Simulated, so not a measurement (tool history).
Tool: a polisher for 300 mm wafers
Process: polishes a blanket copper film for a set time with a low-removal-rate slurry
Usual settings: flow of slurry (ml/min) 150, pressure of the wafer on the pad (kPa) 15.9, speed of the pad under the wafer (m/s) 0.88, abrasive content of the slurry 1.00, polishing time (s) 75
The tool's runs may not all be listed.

run,day,flow of slurry (ml/min),pressure of the wafer on the pad (kPa),speed of the pad under the wafer (m/s),abrasive content of the slurry,polishing time (s),wafers since the last listed run,wafers polished on this pad,hours since the slurry nozzle was cleaned,hours since the head pressure was calibrated,hours since the slurry blender was calibrated,"incoming thickness of the incoming film, nm",film removed (Å)
1,0.000,150,15.9,0.88,1.00,75,0,3615,168.0,40.7,181.2,1009.4,1251
# day 0.367: worn pad replaced by a new one
2,2.025,180,15.9,0.88,1.00,75,290,258,216.6,89.3,229.8,1023.0,1288
3,4.471,150,15.9,0.88,1.00,75,381,640,275.3,148.0,288.5,1019.3,1263
4,7.346,150,15.9,0.88,1.00,75,448,1089,344.3,217.0,357.5,1046.2,1271
5,9.038,150,15.9,0.88,1.00,75,264,1353,384.9,257.6,398.1,1030.3,1292
6,11.288,150,15.9,0.88,1.00,75,351,1704,438.9,311.6,452.1,1023.7,1266
7,13.104,150,15.9,0.88,1.00,75,283,1988,482.5,355.2,495.7,1020.9,1285
# day 13.692: slurry nozzle cleaned
# day 14.900: slurry blender recalibrated
8,15.838,135,19.3,1.06,1.25,75,407,2395,51.5,420.8,22.5,1036.1,1890
9,18.408,150,10.3,0.88,0.75,86,401,2796,113.2,482.5,84.2,1026.4,893
10,20.617,150,15.9,0.88,1.00,64,344,3141,166.2,535.5,137.2,1022.4,1101
# day 22.808: worn pad replaced by a new one
11,23.192,125,19.3,0.88,0.85,75,375,59,228.0,597.3,199.0,1028.6,1448
12,26.162,115,15.9,0.88,1.00,75,463,523,299.3,668.6,270.3,1023.9,1287
13,27.233,150,18.6,0.88,1.00,84,167,690,325.0,694.3,296.0,1037.3,1751
14,30.054,175,11.7,0.88,1.00,75,440,1131,392.7,762.0,363.7,1033.3,992
15,32.583,150,15.9,1.08,1.00,75,394,1526,453.4,822.7,424.4,1027.1,1531
# day 34.421: slurry nozzle cleaned
16,35.083,150,15.9,0.88,1.00,75,383,1909,15.9,882.7,484.4,1045.7,1326
# day 35.812: slurry blender recalibrated
17,37.921,150,20.7,0.88,0.85,75,429,2339,84.0,950.8,50.6,1031.6,1664
18,40.846,180,15.9,0.64,0.85,85,456,2796,154.2,1021.0,120.8,1041.7,1189
# day 45.404: worn pad replaced by a new one
19,46.233,150,15.9,0.88,1.00,75,814,129,283.5,1150.3,250.1,1027.7,1386
20,47.271,150,17.2,1.16,1.00,91,161,291,308.4,1175.2,275.0,1038.5,2276
21,49.438,150,15.9,1.08,1.00,75,338,629,360.4,1227.2,327.0,1037.1,1608
22,52.246,130,17.9,0.88,1.00,75,438,1067,427.8,1294.6,394.4,1022.0,1526
23,53.850,150,15.9,0.88,1.00,75,250,1318,466.3,1333.1,432.9,1034.0,1384
24,54.933,150,11.0,0.72,0.90,63,169,1487,492.3,1359.1,458.9,1028.9,687
25,56.962,150,15.9,1.02,1.30,75,316,1804,541.0,1407.8,507.6,1026.4,1736
26,58.033,165,15.9,0.88,0.85,56,167,1971,566.7,1433.5,533.3,1038.7,1036
# day 58.625: slurry nozzle cleaned
27,59.717,125,15.9,1.02,0.90,67,256,2227,26.2,1473.9,573.7,1027.1,1363
# day 59.946: slurry blender recalibrated
28,61.438,200,15.9,0.98,1.25,66,255,2483,67.5,1515.2,35.8,1018.4,1496
29,62.871,150,15.9,1.04,1.00,97,223,2706,101.9,1549.6,70.2,1032.4,2123
# day 63.079: head pressure recalibrated
30,64.021,150,15.9,0.88,1.00,75,166,2873,129.5,22.6,97.8,1034.7,1279

How the hidden state differs across the entries between the runs, from the last listed run before each to the first after it:
Between runs 1 and 2: worn pad replaced by a new one (day 0.367)
  deviation of the head's pressure from its setpoint, %: 0.0628 -> 0.101
  measured less the result without the state, film removed (Å): +0 -> +1
Between runs 7 and 8: slurry nozzle cleaned (day 13.692); slurry blender recalibrated (day 14.900)
  deviation of the head's pressure from its setpoint, %: 0.812 -> 1.12
  measured less the result without the state, film removed (Å): +10 -> +20
Between runs 10 and 11: worn pad replaced by a new one (day 22.808)
  deviation of the head's pressure from its setpoint, %: 1.78 -> 2.2
  measured less the result without the state, film removed (Å): +19 -> +30
Between runs 15 and 16: slurry nozzle cleaned (day 34.421)
  deviation of the head's pressure from its setpoint, %: 4.13 -> 4.74
  measured less the result without the state, film removed (Å): +60 -> +59
Between runs 16 and 17: slurry blender recalibrated (day 35.812)
  deviation of the head's pressure from its setpoint, %: 4.74 -> 5.49
  measured less the result without the state, film removed (Å): +59 -> +86
Between runs 18 and 19: worn pad replaced by a new one (day 45.404)
  deviation of the head's pressure from its setpoint, %: 6.33 -> 8.02
  measured less the result without the state, film removed (Å): +70 -> +102
Between runs 26 and 27: slurry nozzle cleaned (day 58.625)
  deviation of the head's pressure from its setpoint, %: 12.4 -> 13.1
  measured less the result without the state, film removed (Å): +114 -> +156
Between runs 27 and 28: slurry blender recalibrated (day 59.946)
  deviation of the head's pressure from its setpoint, %: 13.1 -> 13.9
  measured less the result without the state, film removed (Å): +156 -> +181
Between runs 29 and 30: head pressure recalibrated (day 63.079)
  deviation of the head's pressure from its setpoint, %: 14.5 -> 0.675
  measured less the result without the state, film removed (Å): +267 -> +8
